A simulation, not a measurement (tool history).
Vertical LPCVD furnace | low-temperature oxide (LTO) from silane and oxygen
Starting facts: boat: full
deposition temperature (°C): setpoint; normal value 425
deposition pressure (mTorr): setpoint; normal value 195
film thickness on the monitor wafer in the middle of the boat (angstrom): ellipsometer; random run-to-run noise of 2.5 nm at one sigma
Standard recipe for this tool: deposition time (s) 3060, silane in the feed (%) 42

run	day	deposition temperature (°C)	deposition pressure (mTorr)	deposition time (s)	silane in the feed (%)	read-back reference wafer on the same gauge, thickness	film thickness on the monitor wafer in the middle of the boat (angstrom)
1	0	431	195	3060	48	529.84	7143.4
2	0.958	417	195	3060	42	530.17	5533.6
3	2.371	425	195	3060	42	529.75	5968.5
4	5.304	425	195	3060	42	530.18	6035.5
5	6.696	425	195	3060	42	530.2	6057.6
6	7.354	425	195	3060	42	529.86	6046.4
7	8.854	425	195	3060	42	529.74	5958.2
8	10.05	425	195	3060	42	529.77	6013.8
9	11.35	425	195	3060	42	529.9	5988.9
10	12.438	425	195	3060	42	529.84	6002.2
11	13.358	425	195	3060	42	529.83	6032.7
12	14.467	425	195	3060	42	529.85	6018
# day 16.283: silane flow controller replaced
13	16.304	425	195	3060	42	529.7	5970.9
14	16.512	425	225	3060	49	529.82	7957.9
15	17.958	425	195	3060	42	530.05	6041.4
16	19.412	436	175	2550	44	530.11	5218.8
17	20.608	429	195	3060	42	529.81	6250.6
18	21.238	425	170	2700	42	529.4	4614.6
19	22.462	435	195	3060	46	529.78	7177.3
20	23.279	417	195	3060	42	530.36	5552.4
# day 24.721: pressure gauge zeroed
21	24.742	425	160	3060	49	529.94	5691.3
# day 24.996: gauge calibrated
22	25.583	432	210	2070	37	530.21	4098.2
23	26.462	435	180	3060	48	529.98	6917.6
24	27.725	425	160	3060	49	529.63	5654.5
# day 28.825: thermocouples replaced and temperature profile calibrated
25	28.846	421	195	4050	47	529.8	8520.4
26	30.017	425	195	3060	42	530.32	5990.2
27	31.479	425	245	2610	42	530.13	6443.9
28	32.538	425	180	3060	42	529.96	5534.3
29	33.825	414	165	2160	37	530.09	2772.7
30	35.204	425	195	3060	46	529.89	6570.7
31	36.238	425	195	3060	42	529.65	6063.2
32	37.2	435	195	3060	48	529.86	7466.9

Alternative continuations, all from the tool just after run 32; predict every row:
A	37.412	425	210	3060	42	?	?
B	37.412	431	195	3060	42	?	?
C	37.412	432	210	3060	42	?	?

run	read-back reference wafer on the same gauge, thickness	film thickness on the monitor wafer in the middle of the boat (angstrom)
A	530.14	6450
B	530.14	6349.5
C	530.14	6904
Without the tool's hidden state the same runs would have given:
run	film thickness on the monitor wafer in the middle of the boat (angstrom)
A	6450
B	6349.5
C	6904
